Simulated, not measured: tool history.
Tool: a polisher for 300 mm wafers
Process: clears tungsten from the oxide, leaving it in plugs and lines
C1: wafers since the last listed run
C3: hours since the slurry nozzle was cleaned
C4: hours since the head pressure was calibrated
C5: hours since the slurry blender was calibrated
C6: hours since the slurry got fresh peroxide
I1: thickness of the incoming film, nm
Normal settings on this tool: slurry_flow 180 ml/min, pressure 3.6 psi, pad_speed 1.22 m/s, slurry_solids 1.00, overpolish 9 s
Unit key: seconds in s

{"run": 1, "hour": 0.0, "slurry_flow": 180, "pressure": 3.6, "pad_speed": 1.22, "slurry_solids": 1.0, "overpolish": 9, "C1": 0, "wafers polished on this pad": 65, "C3": 395.2, "C4": 779.9, "C5": 32.1, "C6": 31.5, "I1": 544.1, "seconds": 87.9}
{"run": 2, "hour": 17.2, "slurry_flow": 180, "pressure": 3.6, "pad_speed": 1.22, "slurry_solids": 1.0, "overpolish": 9, "C1": 155, "wafers polished on this pad": 221, "C3": 412.4, "C4": 797.1, "C5": 49.3, "C6": 48.7, "I1": 535.5, "seconds": 85.6}
{"run": 3, "hour": 25.4, "slurry_flow": 180, "pressure": 3.6, "pad_speed": 1.22, "slurry_solids": 1.0, "overpolish": 9, "C1": 74, "wafers polished on this pad": 295, "C3": 420.6, "C4": 805.3, "C5": 57.5, "C6": 56.9, "I1": 536.4, "seconds": 83.7}
{"hour": 34.8, "done": "head pressure recalibrated"}
{"hour": 35.1, "done": "slurry nozzle cleaned"}
{"run": 4, "hour": 35.6, "slurry_flow": 180, "pressure": 3.6, "pad_speed": 1.22, "slurry_solids": 1.0, "overpolish": 9, "C1": 71, "wafers polished on this pad": 366, "C3": 0.5, "C4": 0.8, "C5": 67.7, "C6": 67.1, "I1": 538.6, "seconds": 87.2}
{"run": 5, "hour": 43.1, "slurry_flow": 180, "pressure": 3.6, "pad_speed": 1.22, "slurry_solids": 1.2, "overpolish": 9, "C1": 67, "wafers polished on this pad": 434, "C3": 8.0, "C4": 8.3, "C5": 75.2, "C6": 74.6, "I1": 539.2, "seconds": 80.3}
{"run": 6, "hour": 55.5, "slurry_flow": 180, "pressure": 3.6, "pad_speed": 1.22, "slurry_solids": 1.0, "overpolish": 9, "C1": 112, "wafers polished on this pad": 546, "C3": 20.4, "C4": 20.7, "C5": 87.6, "C6": 87.0, "I1": 546.7, "seconds": 90.8}
{"run": 7, "hour": 71.6, "slurry_flow": 180, "pressure": 3.6, "pad_speed": 1.22, "slurry_solids": 0.8, "overpolish": 9, "C1": 145, "wafers polished on this pad": 692, "C3": 36.5, "C4": 36.8, "C5": 103.7, "C6": 103.1, "I1": 544.5, "seconds": 98.3}
{"run": 8, "hour": 79.4, "slurry_flow": 180, "pressure": 3.6, "pad_speed": 1.22, "slurry_solids": 1.0, "overpolish": 9, "C1": 70, "wafers polished on this pad": 763, "C3": 44.3, "C4": 44.6, "C5": 111.5, "C6": 110.9, "I1": 540.1, "seconds": 89.8}
{"hour": 85.4, "done": "slurry tank refilled with fresh slurry and peroxide"}
{"hour": 87.7, "done": "worn pad replaced by a new one"}
{"run": 9, "hour": 88.2, "slurry_flow": 210, "pressure": 4.4, "pad_speed": 1.22, "slurry_solids": 1.0, "overpolish": 9, "C1": 50, "wafers polished on this pad": 4, "C3": 53.1, "C4": 53.4, "C5": 120.3, "C6": 2.8, "I1": 535.8, "seconds": 67.8}
{"run": 10, "hour": 95.8, "slurry_flow": 150, "pressure": 2.5, "pad_speed": 1.22, "slurry_solids": 1.2, "overpolish": 11, "C1": 68, "wafers polished on this pad": 73, "C3": 60.7, "C4": 61.0, "C5": 127.9, "C6": 10.4, "I1": 532.7, "seconds": 118.4}
{"run": 11, "hour": 102.7, "slurry_flow": 125, "pressure": 2.9, "pad_speed": 1.22, "slurry_solids": 1.0, "overpolish": 9, "C1": 62, "wafers polished on this pad": 136, "C3": 67.6, "C4": 67.9, "C5": 134.8, "C6": 17.3, "I1": 546.1, "seconds": 117.1}
{"run": 12, "hour": 119.7, "slurry_flow": 115, "pressure": 3.6, "pad_speed": 1.22, "slurry_solids": 1.0, "overpolish": 9, "C1": 153, "wafers polished on this pad": 289, "C3": 84.6, "C4": 84.9, "C5": 151.8, "C6": 34.3, "I1": 539.4, "seconds": 94.5}
{"run": 13, "hour": 130.2, "slurry_flow": 180, "pressure": 3.6, "pad_speed": 1.22, "slurry_solids": 1.0, "overpolish": 9, "C1": 95, "wafers polished on this pad": 384, "C3": 95.1, "C4": 95.4, "C5": 162.3, "C6": 44.8, "I1": 539.7, "seconds": 86.5}
{"run": 14, "hour": 141.8, "slurry_flow": 180, "pressure": 3.6, "pad_speed": 1.22, "slurry_solids": 1.0, "overpolish": 9, "C1": 104, "wafers polished on this pad": 489, "C3": 106.7, "C4": 107.0, "C5": 173.9, "C6": 56.4, "I1": 544.2, "seconds": 86.8}
{"run": 15, "hour": 154.0, "slurry_flow": 180, "pressure": 3.6, "pad_speed": 1.22, "slurry_solids": 1.0, "overpolish": 9, "C1": 110, "wafers polished on this pad": 600, "C3": 118.9, "C4": 119.2, "C5": 186.1, "C6": 68.6, "I1": 542.2, "seconds": 88.8}
{"run": 16, "hour": 166.3, "slurry_flow": 230, "pressure": 3.6, "pad_speed": 1.22, "slurry_solids": 1.0, "overpolish": 9, "C1": 111, "wafers polished on this pad": 711, "C3": 131.2, "C4": 131.5, "C5": 198.4, "C6": 80.9, "I1": 540.5, "seconds": 85.0}
{"run": 17, "hour": 181.8, "slurry_flow": 180, "pressure": 3.6, "pad_speed": 1.22, "slurry_solids": 1.0, "overpolish": 9, "C1": 140, "wafers polished on this pad": 852, "C3": 146.7, "C4": 147.0, "C5": 213.9, "C6": 96.4, "I1": 538.6, "seconds": 89.1}
{"hour": 201.6, "done": "worn pad replaced by a new one"}
{"run": 18, "hour": 202.1, "slurry_flow": 180, "pressure": 3.6, "pad_speed": 1.22, "slurry_solids": 1.0, "overpolish": 9, "C1": 147, "wafers polished on this pad": 4, "C3": 167.0, "C4": 167.3, "C5": 234.2, "C6": 116.7, "I1": 547.5, "seconds": 90.0}
{"hour": 204.7, "done": "slurry tank refilled with fresh slurry and peroxide"}
{"run": 19, "hour": 205.8, "slurry_flow": 180, "pressure": 3.6, "pad_speed": 1.22, "slurry_solids": 1.0, "overpolish": 4, "C1": 24, "wafers polished on this pad": 29, "C3": 170.7, "C4": 171.0, "C5": 237.9, "C6": 1.1, "I1": 542.1, "seconds": 86.5}
{"run": 20, "hour": 220.3, "slurry_flow": 180, "pressure": 3.6, "pad_speed": 1.22, "slurry_solids": 1.3, "overpolish": 9, "C1": 131, "wafers polished on this pad": 160, "C3": 185.2, "C4": 185.5, "C5": 252.4, "C6": 15.6, "I1": 547.8, "seconds": 81.3}
{"run": 21, "hour": 229.9, "slurry_flow": 135, "pressure": 4.6, "pad_speed": 1.22, "slurry_solids": 1.25, "overpolish": 13, "C1": 86, "wafers polished on this pad": 247, "C3": 194.8, "C4": 195.1, "C5": 262.0, "C6": 25.2, "I1": 531.2, "seconds": 65.9}
{"run": 22, "hour": 244.6, "slurry_flow": 180, "pressure": 2.6, "pad_speed": 1.22, "slurry_solids": 1.0, "overpolish": 5, "C1": 133, "wafers polished on this pad": 380, "C3": 209.5, "C4": 209.8, "C5": 276.7, "C6": 39.9, "I1": 535.0, "seconds": 122.9}
{"run": 23, "hour": 258.7, "slurry_flow": 150, "pressure": 3.6, "pad_speed": 1.22, "slurry_solids": 1.0, "overpolish": 9, "C1": 127, "wafers polished on this pad": 507, "C3": 223.6, "C4": 223.9, "C5": 290.8, "C6": 54.0, "I1": 534.4, "seconds": 92.5}

Run 24, settings as shown, results not yet in. Your forecast:
{"run": 24, "hour": 270.7, "slurry_flow": 180, "pressure": 3.6, "pad_speed": 1.22, "slurry_solids": 1.0, "overpolish": 9, "C1": 108, "wafers polished on this pad": 616, "C3": 235.6, "C4": 235.9, "C5": 302.8, "C6": 66.0, "I1": 541.6, "seconds": "?"}

{"run 24": {"seconds": 91.6}}
If the tool had no hidden condition, the same run with the same run-to-run variation would have returned seconds 86.6 s.
